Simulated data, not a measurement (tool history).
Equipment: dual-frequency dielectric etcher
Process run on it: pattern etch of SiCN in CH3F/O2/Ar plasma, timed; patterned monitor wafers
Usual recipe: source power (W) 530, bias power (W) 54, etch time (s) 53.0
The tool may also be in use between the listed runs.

run	day	source power (W)	bias power (W)	etch time (s)	wafers since the last listed run	hours since the last wet clean	hours since the last source power generator calibration	hours since the last bias power generator calibration	hours since the last upper electrode change	hours since the gauge calibration	read-back reference wafer on the same gauge, depth_nm	mean etch depth across the wafer (angstrom)
1	0.000	530	54	48.0	0	103.2	1639.0	1921.9	3728.2	331.0	23.89	180.9
2	0.958	530	43	61.0	323	126.2	1662.0	1944.9	3751.2	354.0	23.91	214.3
3	2.075	530	43	61.0	376	153.0	1688.8	1971.7	3778.0	380.8	23.92	213.7
4	3.392	530	54	46.0	443	184.6	1720.4	2003.3	3809.6	412.4	23.89	172.4
5	4.629	530	49	53.0	417	214.3	1750.1	2033.0	3839.3	442.1	23.92	193.6
# day 5.842: upper electrode replaced
# day 5.846: bias power generator calibrated
6	5.862	530	54	53.0	76	243.9	1779.7	0.4	0.5	471.7	23.91	198.8
# day 6.388: gauge calibrated
7	6.683	530	54	53.0	276	263.6	1799.4	20.1	20.2	7.1	23.89	199.0
8	7.567	530	54	53.0	297	284.8	1820.6	41.3	41.4	28.3	23.90	197.7
9	8.775	530	54	53.0	407	313.8	1849.6	70.3	70.4	57.3	23.89	198.5
10	9.679	530	54	53.0	304	335.5	1871.3	92.0	92.1	79.0	23.89	199.1
# day 10.988: source power generator calibrated
# day 11.550: wet clean of the chamber
11	11.571	480	54	66.0	390	0.5	14.0	137.4	137.5	124.4	23.88	240.8
12	11.588	480	66	66.5	5	0.9	14.4	137.8	137.9	124.8	23.90	259.4
13	12.929	440	54	59.5	452	33.1	46.6	170.0	170.1	157.0	23.92	210.3
14	13.512	530	54	46.5	196	47.1	60.6	184.0	184.1	171.0	23.90	176.2
15	14.267	530	54	62.0	254	65.2	78.7	202.1	202.2	189.1	23.90	233.5
16	15.154	480	42	67.5	299	86.5	100.0	223.4	223.5	210.4	23.89	227.2
17	16.358	470	54	40.5	405	115.4	128.9	252.3	252.4	239.3	23.92	145.9
18	17.833	420	64	48.0	497	150.8	164.3	287.7	287.8	274.7	23.89	175.9

Hidden state at the last listed run before each entry between runs and at the first one after, where it differs:
Runs 5 to 6: upper electrode replaced (day 5.842); bias power generator calibrated (day 5.846)
  etch rate over this chamber's usual, %: -0.817 -> -0.91
  difference, measured minus the result without the unlogged condition, mean etch depth across the wafer (angstrom): -1.6 -> -1.9
Runs 6 to 7: gauge calibrated (day 6.388)
  etch rate over this chamber's usual, %: -0.91 -> -0.972
  difference, measured minus the result without the unlogged condition, mean etch depth across the wafer (angstrom): -1.9 -> -2.0
Runs 10 to 11: source power generator calibrated (day 10.988); wet clean of the chamber (day 11.550)
  etch rate over this chamber's usual, %: -1.2 -> -0.0131
  difference, measured minus the result without the unlogged condition, mean etch depth across the wafer (angstrom): -2.4 -> -0.1
